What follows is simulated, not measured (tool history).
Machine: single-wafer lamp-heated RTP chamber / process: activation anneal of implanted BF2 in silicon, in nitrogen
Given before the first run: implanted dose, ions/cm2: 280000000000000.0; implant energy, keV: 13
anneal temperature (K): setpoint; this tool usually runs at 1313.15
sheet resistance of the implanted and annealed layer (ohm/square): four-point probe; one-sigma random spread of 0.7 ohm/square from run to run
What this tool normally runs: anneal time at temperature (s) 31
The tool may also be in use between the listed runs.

run   hour  anneal temperature (K)  anneal time at temperature (s)  wafers since the last listed run  wafers since the last pyrometer calibration  wafers since the reflector plate was cleaned  hours since the gauge calibration  read-back reference wafer on the same gauge, sheet resistance  sheet resistance of the implanted and annealed layer (ohm/square)
  1    0.0                 1313.15                              40                                 0                                          178                                          1456                              131.6                                                         379.04                                                             459.09
  2   21.4                 1313.15                              40                               372                                          551                                          1828                              153.0                                                         379.10                                                             457.29
  3   33.6                 1313.15                              31                               212                                          763                                          2041                              165.2                                                         378.98                                                             462.03
  4   68.4                 1313.15                              31                               605                                         1368                                          2646                              200.0                                                         379.19                                                             461.34
      79.1  -- reflector plate cleaned
  5  127.6                 1313.15                              31                               890                                         2259                                           843                              259.2                                                         379.04                                                             461.51
  6  162.0                 1313.15                              31                               598                                         2857                                          1441                              293.6                                                         378.98                                                             462.16
     163.8  -- gauge calibrated
  7  177.5                 1313.15                              31                               269                                         3127                                          1711                               13.7                                                         379.01                                                             460.24
  8  202.7                 1313.15                              31                               438                                         3565                                          2149                               38.9                                                         378.96                                                             459.06
  9  228.6                 1313.15                              45                               450                                         4016                                          2600                               64.8                                                         379.03                                                             450.40

Run 10 has not been measured yet. What should we expect?
     250.5  -- reflector plate cleaned
     299.4  -- pyrometer window cleaned and pyrometer calibrated
 10  299.9                 1313.15                              31                               961                                            9                                           719                              136.1                                                              ?                                                                  ?

Logged for run 10: read-back reference wafer on the same gauge, sheet resistance 379.12, sheet resistance of the implanted and annealed layer (ohm/square) 462.53.
Minus the tool's unlogged condition, the same run would have read sheet resistance of the implanted and annealed layer (ohm/square) 463.30.

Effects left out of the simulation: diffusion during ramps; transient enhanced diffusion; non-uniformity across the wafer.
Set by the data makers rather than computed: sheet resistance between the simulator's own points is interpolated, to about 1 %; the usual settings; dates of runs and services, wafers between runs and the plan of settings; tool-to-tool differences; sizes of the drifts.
